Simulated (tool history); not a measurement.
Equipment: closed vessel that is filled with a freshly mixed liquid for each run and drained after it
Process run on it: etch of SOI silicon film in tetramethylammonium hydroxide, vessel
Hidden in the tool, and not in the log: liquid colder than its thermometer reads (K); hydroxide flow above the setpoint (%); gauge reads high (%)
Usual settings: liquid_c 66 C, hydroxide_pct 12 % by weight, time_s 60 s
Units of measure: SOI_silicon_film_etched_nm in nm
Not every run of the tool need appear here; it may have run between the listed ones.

run     day  liquid_c  hydroxide_pct  time_s  wafers since the last listed run  hours since the thermometer was replaced  hours since the hydroxide flow meter was replaced  hours since the gauge calibration  read-back film thickness of the SOI silicon film reference wafer, read on the same gauge (nm)  SOI_silicon_film_etched_nm
  1       0        66             12      60                                 0                                     517.6                                              152.9                              332.3                                                                                          29.98                      331.94
  2   0.442        66             12      60                              1072                                     528.2                                              163.5                              342.9                                                                                          29.98                      329.36
  3   0.788        66             12      60                               839                                     536.5                                              171.8                              351.2                                                                                          30.01                      326.18
  4   1.121        66             12      60                               809                                     544.5                                              179.8                              359.2                                                                                          30.01                      329.14
  5   1.788        66             12      60                              1618                                     560.5                                              195.8                              375.2                                                                                          29.99                      328.82
  6   3.921        66             12      60                              5180                                     611.7                                                247                              426.4                                                                                          29.96                      328.23
  7   4.475        66             12      60                              1345                                       625                                              260.3                              439.7                                                                                             30                      329.71
  8   5.096        66             12      60                              1507                                     639.9                                              275.2                              454.6                                                                                          30.03                      330.54
  9   5.779        66             12      60                              1659                                     656.3                                              291.6                                471                                                                                          29.96                      328.04
      5.817  -- gauge calibrated
      5.946  -- thermometer replaced
 10   6.162        63             12      60                               829                                       5.2                                              300.8                                8.3                                                                                          30.03                      272.52
 11   6.417        66             12      60                               617                                      11.3                                              306.9                               14.4                                                                                          30.01                      328.94
 12   7.008      63.5             11      60                              1436                                      25.5                                              321.1                               28.6                                                                                          30.02                      291.03
 13   7.492      63.5             11      60                              1173                                      37.1                                              332.7                               40.2                                                                                             30                      289.93
 14   8.133        66             12      60                              1558                                      52.5                                              348.1                               55.6                                                                                             30                      323.11
 15   8.679      60.5             15      90                              1325                                      65.6                                              361.2                               68.7                                                                                          29.96                      316.03
 16   9.029        66             12      60                               849                                        74                                              369.6                               77.1                                                                                          30.03                      323.81
 17   9.575        73             12      70                              1325                                      87.1                                              382.7                               90.2                                                                                          29.99                      574.25
 18  10.288        64             14      60                              1730                                     104.2                                              399.8                              107.3                                                                                          30.02                      266.59
 19  10.675        66             12      60                               940                                     113.5                                              409.1                              116.6                                                                                          30.05                      324.74
 20  11.012      60.5            9.5      60                               819                                     121.6                                              417.2                              124.7                                                                                          30.03                      253.68
 21  11.504        58           14.5      70                              1193                                     133.4                                                429                              136.5                                                                                          29.98                      211.86
     12.888  -- hydroxide flow meter replaced
 22  13.142      60.5             15      90                              3875                                     172.7                                                6.1                              175.8                                                                                          29.98                      317.56
 23  13.412        66           10.5      60                               657                                     179.2                                               12.6                              182.3                                                                                          30.01                      353.28
 24  13.888        66             12      60                              1153                                     190.6                                                 24                              193.7                                                                                          30.01                      332.45
 25  14.288        70           10.5      30                               971                                     200.2                                               33.6                              203.3                                                                                          30.03                       223.3
 26  15.021      61.5           15.5      80                              1780                                     217.8                                               51.2                              220.9                                                                                          30.03                      300.95
 27  15.471        66             14      60                              1092                                     228.6                                                 62                              231.7                                                                                          29.98                      310.96
 28  15.796        72             10      50                               789                                     236.4                                               69.8                              239.5                                                                                          30.03                       425.3
 29  16.425        71            8.5      90                              1527                                     251.5                                               84.9                              254.6                                                                                          29.99                      761.86

Forecast each of these 5 alternatives for the next run:
  A  16.454        66             12      60                                70                                     252.2                                               85.6                              255.3                                                                                              ?                           ?
  B  16.454        66             12      30                                70                                     252.2                                               85.6                              255.3                                                                                              ?                           ?
  C  16.454      62.5             11      80                                70                                     252.2                                               85.6                              255.3                                                                                              ?                           ?
  D  16.454        61             12      60                                70                                     252.2                                               85.6                              255.3                                                                                              ?                           ?
  E  16.454        60             12      60                                70                                     252.2                                               85.6                              255.3                                                                                              ?                           ?

run  read-back film thickness of the SOI silicon film reference wafer, read on the same gauge (nm)  SOI_silicon_film_etched_nm
  A                                                                                          29.97                      332.92
  B                                                                                          29.97                      166.46
  C                                                                                          29.97                      371.51
  D                                                                                          29.97                      245.41
  E                                                                                          29.97                      230.63
With no hidden state in the tool, these same runs would have given:
run  SOI_silicon_film_etched_nm
  A                      336.59
  B                      168.29
  C                      375.14
  D                      248.11
  E                      233.17
